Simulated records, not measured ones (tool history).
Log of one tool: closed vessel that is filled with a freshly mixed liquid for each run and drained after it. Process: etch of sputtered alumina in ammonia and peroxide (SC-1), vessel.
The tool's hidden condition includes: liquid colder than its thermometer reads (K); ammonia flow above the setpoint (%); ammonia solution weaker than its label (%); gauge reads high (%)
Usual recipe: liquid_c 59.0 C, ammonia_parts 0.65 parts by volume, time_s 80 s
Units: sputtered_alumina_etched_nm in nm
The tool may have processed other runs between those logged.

| run | hour | liquid_c | ammonia_parts | time_s | wafers since the last listed run | hours since the thermometer was replaced | hours since the ammonia flow meter was replaced | hours since the drum of ammonia solution was connected | hours since the gauge calibration | read-back film thickness of the sputtered alumina reference wafer, read on the same gauge (nm) | sputtered_alumina_etched_nm |
|---|---|---|---|---|---|---|---|---|---|---|---|
| 1 | 0.0 | 51.5 | 0.65 | 80 | 0 | 2534.3 | 1974.0 | 300.8 | 51.7 | 29.97 | 6.15 |
| 2 | 33.2 | 59.0 | 0.65 | 80 | 2010 | 2567.5 | 2007.2 | 334.0 | 84.9 | 30.02 | 9.30 |
| 3 | 58.7 | 59.0 | 0.65 | 80 | 1544 | 2593.0 | 2032.7 | 359.5 | 110.4 | 30.01 | 9.24 |
|  | 71.4 | new drum of ammonia solution connected |
| 4 | 88.0 | 49.5 | 0.35 | 60 | 1713 | 2622.3 | 2062.0 | 16.6 | 139.7 | 30.04 | 3.91 |
| 5 | 115.1 | 59.0 | 0.80 | 80 | 1641 | 2649.4 | 2089.1 | 43.7 | 166.8 | 29.98 | 9.46 |
| 6 | 195.8 | 59.0 | 0.90 | 80 | 4887 | 2730.1 | 2169.8 | 124.4 | 247.5 | 30.03 | 9.47 |
| 7 | 216.4 | 50.0 | 0.65 | 80 | 1247 | 2750.7 | 2190.4 | 145.0 | 268.1 | 30.00 | 5.65 |
|  | 236.1 | thermometer replaced |
| 8 | 250.1 | 63.5 | 0.65 | 80 | 1980 | 14.0 | 2224.1 | 178.7 | 301.8 | 30.04 | 13.13 |
| 9 | 284.8 | 56.5 | 0.65 | 30 | 2101 | 48.7 | 2258.8 | 213.4 | 336.5 | 29.99 | 3.43 |
| 10 | 306.4 | 54.0 | 0.85 | 80 | 1308 | 70.3 | 2280.4 | 235.0 | 358.1 | 29.97 | 8.18 |
|  | 335.4 | ammonia flow meter replaced |
| 11 | 393.4 | 59.0 | 0.65 | 110 | 5208 | 157.3 | 58.0 | 322.0 | 445.1 | 29.97 | 14.41 |
| 12 | 417.6 | 63.0 | 0.80 | 30 | 1465 | 181.5 | 82.2 | 346.2 | 469.3 | 29.98 | 4.84 |
| 13 | 429.9 | 54.0 | 0.85 | 80 | 744 | 193.8 | 94.5 | 358.5 | 481.6 | 30.00 | 8.16 |
|  | 433.9 | new drum of ammonia solution connected |
| 14 | 452.9 | 52.5 | 0.85 | 115 | 1332 | 216.8 | 117.5 | 19.0 | 504.6 | 29.98 | 10.94 |
| 15 | 485.7 | 59.0 | 0.65 | 80 | 1986 | 249.6 | 150.3 | 51.8 | 537.4 | 30.00 | 10.32 |
| 16 | 528.3 | 59.0 | 0.40 | 80 | 2579 | 292.2 | 192.9 | 94.4 | 580.0 | 29.96 | 9.86 |
| 17 | 546.4 | 64.0 | 0.65 | 80 | 1096 | 310.3 | 211.0 | 112.5 | 598.1 | 30.02 | 13.29 |
| 18 | 582.3 | 59.0 | 0.65 | 80 | 2174 | 346.2 | 246.9 | 148.4 | 634.0 | 30.01 | 10.32 |
| 19 | 604.2 | 59.0 | 0.85 | 95 | 1326 | 368.1 | 268.8 | 170.3 | 655.9 | 30.03 | 12.58 |
| 20 | 616.4 | 59.0 | 0.65 | 120 | 738 | 380.3 | 281.0 | 182.5 | 668.1 | 30.01 | 15.27 |
| 21 | 628.9 | 59.0 | 0.65 | 80 | 756 | 392.8 | 293.5 | 195.0 | 680.6 | 30.02 | 10.26 |
| 22 | 659.7 | 53.5 | 0.65 | 35 | 1865 | 423.6 | 324.3 | 225.8 | 711.4 | 30.00 | 3.38 |
| 23 | 685.4 | 54.5 | 0.75 | 60 | 1556 | 449.3 | 350.0 | 251.5 | 737.1 | 29.94 | 6.15 |
| 24 | 715.1 | 55.5 | 0.80 | 65 | 1798 | 479.0 | 379.7 | 281.2 | 766.8 | 29.97 | 7.12 |
| 25 | 732.8 | 59.0 | 0.65 | 80 | 1071 | 496.7 | 397.4 | 298.9 | 784.5 | 30.03 | 10.28 |
|  | 744.5 | new drum of ammonia solution connected |
| 26 | 756.1 | 67.5 | 0.65 | 35 | 1350 | 520.0 | 420.7 | 11.6 | 807.8 | 30.01 | 6.88 |
| 27 | 780.0 | 59.0 | 0.65 | 80 | 1447 | 543.9 | 444.6 | 35.5 | 831.7 | 30.06 | 10.27 |
| 28 | 793.7 | 50.0 | 0.55 | 55 | 829 | 557.6 | 458.3 | 49.2 | 845.4 | 29.98 | 4.32 |

What differs in the tool's unlogged condition from the final listed run ahead of each entry between runs to the first listed run following it?
From run 3 to run 4: new drum of ammonia solution connected (hour 71.4)
  liquid colder than its thermometer reads (K): 2.64 -> 2.67
  measured less the result without the state, sputtered_alumina_etched_nm: -1.36 -> -0.63 nm
From run 7 to run 8: thermometer replaced (hour 236.1)
  liquid colder than its thermometer reads (K): 2.77 -> 0.267
  measured less the result without the state, sputtered_alumina_etched_nm: -0.93 -> -0.18 nm
From run 10 to run 11: ammonia flow meter replaced (hour 335.4)
  liquid colder than its thermometer reads (K): 0.311 -> 0.379
  measured less the result without the state, sputtered_alumina_etched_nm: -0.13 -> -0.28 nm
From run 13 to run 14: new drum of ammonia solution connected (hour 433.9)
  liquid colder than its thermometer reads (K): 0.407 -> 0.425
  measured less the result without the state, sputtered_alumina_etched_nm: -0.18 -> -0.26 nm
From run 25 to run 26: new drum of ammonia solution connected (hour 744.5)
  liquid colder than its thermometer reads (K): 0.644 -> 0.662
  measured less the result without the state, sputtered_alumina_etched_nm: -0.35 -> -0.23 nm
